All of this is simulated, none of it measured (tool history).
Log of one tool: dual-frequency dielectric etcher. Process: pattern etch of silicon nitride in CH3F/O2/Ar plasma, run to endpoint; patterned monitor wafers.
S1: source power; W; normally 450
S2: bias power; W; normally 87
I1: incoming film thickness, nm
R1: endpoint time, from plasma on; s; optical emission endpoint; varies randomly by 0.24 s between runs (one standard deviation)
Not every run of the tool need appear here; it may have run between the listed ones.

run	day	S1	S2	I1	R1
1	0	450	87	32.53	43.6
2	2.8	450	87	32.91	43.7
3	5.425	450	87	32.82	43.9
# day 6.746: wet clean of the chamber
4	8.604	450	87	32.97	45.9
5	12.692	450	87	32.91	46
6	14.917	450	87	32.8	44.9
7	17.762	450	87	32.83	45.2
8	19.521	450	87	32.8	44.7
9	23.171	450	87	32.89	44.4
10	27.242	450	87	32.98	44.2
11	31.658	450	87	32.76	43.1
# day 31.954: source power generator calibrated
# day 32.721: wet clean of the chamber
12	34.746	450	87	32.84	45.9
# day 39.112: upper electrode replaced
13	39.133	490	78	32.43	44.6
# day 40.075: bias power generator calibrated
14	42.346	490	78	32.59	44.4
15	45.096	490	78	32.79	44.7
16	46.771	450	87	32.74	44.7
17	50.467	500	70	32.82	45.2
# day 54.954: wet clean of the chamber
18	54.975	450	87	33	46
19	58.283	450	87	32.69	45.4
20	60.733	360	87	33.2	50
21	62.833	420	87	32.69	46.1
22	64.421	450	107	32.96	41.7
23	66.521	450	87	32.68	44.2
24	69.371	400	65	32.83	50.9
25	73.612	520	87	32.62	41.2
# day 77.475: wet clean of the chamber
26	77.496	450	87	33.06	46.7
27	79.842	340	104	32.75	49.1
28	83.625	410	80	32.97	49.1
29	91.754	450	87	32.72	44.4
30	94.838	510	77	32.78	43.2
31	96.646	390	101	32.93	44.7
32	99.154	360	78	33.07	50.8
33	102.562	350	106	32.99	45.9
# day 105.071: wet clean of the chamber
34	105.808	450	87	32.94	46.2

Difference, measured minus no-hidden-state, one row per run. Run-to-run variation is common to both terms; the gauge's own scatter need not be:
Hidden state at play: etch rate over this chamber's usual, %; source power that arrives over what is set, %; bias power that arrives over what is set, %.
run	R1
1	-1.8
2	-2.1
3	-2.3
4	-0.1
5	-0.6
6	-0.7
7	-1
8	-1.2
9	-1.5
10	-1.9
11	-2.2
12	+0
13	-0.4
14	-0.7
15	-0.9
16	-1.1
17	-1.5
18	-0.4
19	-0.7
20	-1
21	-1.1
22	-1.2
23	-1.4
24	-1.9
25	-1.9
26	+0
27	-0.2
28	-0.6
29	-1.3
30	-1.6
31	-1.7
32	-2.2
33	-2.3
34	+0

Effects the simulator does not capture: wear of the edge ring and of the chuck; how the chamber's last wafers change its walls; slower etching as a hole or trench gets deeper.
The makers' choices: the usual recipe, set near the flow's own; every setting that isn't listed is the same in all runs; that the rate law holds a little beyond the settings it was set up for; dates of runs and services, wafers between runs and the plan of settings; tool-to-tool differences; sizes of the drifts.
